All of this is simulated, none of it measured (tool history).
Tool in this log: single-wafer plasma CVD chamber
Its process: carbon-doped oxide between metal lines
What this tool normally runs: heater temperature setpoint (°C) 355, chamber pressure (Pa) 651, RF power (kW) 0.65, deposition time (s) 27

| run | hour | heater temperature setpoint (°C) | chamber pressure (Pa) | RF power (kW) | deposition time (s) | read-back reference wafer on the same gauge, thickness_nm | mean film thickness on the monitor wafer (Å) |
|---|---|---|---|---|---|---|---|
| 1 | 0 | 355 | 651 | 0.65 | 27 | 133.011 | 1563.76 |
| 2 | 68.6 | 355 | 651 | 0.65 | 27 | 133.159 | 1566.14 |
| 3 | 121.8 | 355 | 651 | 0.65 | 27 | 133.256 | 1572.9 |
| 4 | 170.7 | 355 | 651 | 0.65 | 27 | 133.243 | 1572.63 |
| 5 | 305.8 | 355 | 651 | 0.65 | 27 | 133.567 | 1575.71 |
| 6 | 345.2 | 355 | 651 | 0.65 | 27 | 133.615 | 1578.5 |
| 7 | 401.1 | 355 | 651 | 0.65 | 27 | 133.73 | 1580.53 |
| 8 | 482.2 | 355 | 651 | 0.65 | 27 | 133.861 | 1572.76 |
| 9 | 566.2 | 355 | 651 | 0.65 | 27 | 133.95 | 1572.83 |
|  | 595.4 | showerhead replaced |
|  | 639.5 | capacitance manometer re-zeroed and calibrated |
| 10 | 651.6 | 355 | 651 | 0.65 | 27 | 134.166 | 1580.36 |
| 11 | 752.2 | 355 | 605 | 0.65 | 27 | 134.312 | 1570.12 |
| 12 | 811.2 | 355 | 795 | 0.65 | 27 | 134.502 | 1610.13 |
| 13 | 881.8 | 355 | 651 | 0.65 | 27 | 134.556 | 1587.99 |
| 14 | 919.2 | 369 | 539 | 0.65 | 27 | 134.636 | 1516.83 |
| 15 | 1006.5 | 365 | 527 | 0.65 | 27 | 134.774 | 1525.33 |
|  | 1043.2 | RF generator calibrated |
| 16 | 1104.3 | 350 | 809 | 0.57 | 21.8 | 134.926 | 1266.2 |
| 17 | 1399.9 | 355 | 651 | 0.65 | 27 | 135.429 | 1604.69 |
| 18 | 1448.8 | 355 | 501 | 0.6 | 27 | 135.584 | 1512.98 |
| 19 | 1512.4 | 348 | 651 | 0.65 | 29.4 | 135.644 | 1768.62 |
|  | 1529.6 | capacitance manometer re-zeroed and calibrated |
|  | 1530 | thermocouple changed; heater temperature recalibrated |
| 20 | 1570.6 | 355 | 713 | 0.685 | 27 | 135.823 | 1645.12 |
|  | 1631.9 | gauge calibrated |
| 21 | 1842.7 | 355 | 572 | 0.54 | 27 | 133.075 | 1441.41 |
| 22 | 1909.6 | 355 | 808 | 0.65 | 27 | 133.236 | 1604.2 |
| 23 | 2011.8 | 355 | 651 | 0.65 | 27 | 133.432 | 1566.78 |
| 24 | 2100.1 | 346 | 651 | 0.65 | 27 | 133.538 | 1603.15 |
| 25 | 2137.9 | 355 | 651 | 0.65 | 27 | 133.568 | 1569.82 |
| 26 | 2220.9 | 343 | 515 | 0.73 | 28.7 | 133.77 | 1769.77 |
| 27 | 2277.1 | 348 | 651 | 0.705 | 24.1 | 133.881 | 1477.9 |
| 28 | 2324.3 | 362 | 597 | 0.74 | 23.6 | 133.953 | 1418.15 |

Below are 4 alternative next runs, each starting from the tool's condition after run 28. Predict each:
| A | 2324.7 | 355 | 651 | 0.755 | 27 | ? | ? |
| B | 2324.7 | 355 | 529 | 0.65 | 27 | ? | ? |
| C | 2324.7 | 347 | 780 | 0.705 | 31 | ? | ? |
| D | 2324.7 | 355 | 651 | 0.65 | 29 | ? | ? |

| run | read-back reference wafer on the same gauge, thickness_nm | mean film thickness on the monitor wafer (Å) |
|---|---|---|
| A | 133.906 | 1669.76 |
| B | 133.906 | 1547.39 |
| C | 133.906 | 1929.94 |
| D | 133.906 | 1688.93 |
Stripped of hidden state, with their random variation kept, the same runs would have yielded:
| run | mean film thickness on the monitor wafer (Å) |
|---|---|
| A | 1658.06 |
| B | 1536.54 |
| C | 1916.42 |
| D | 1677.09 |
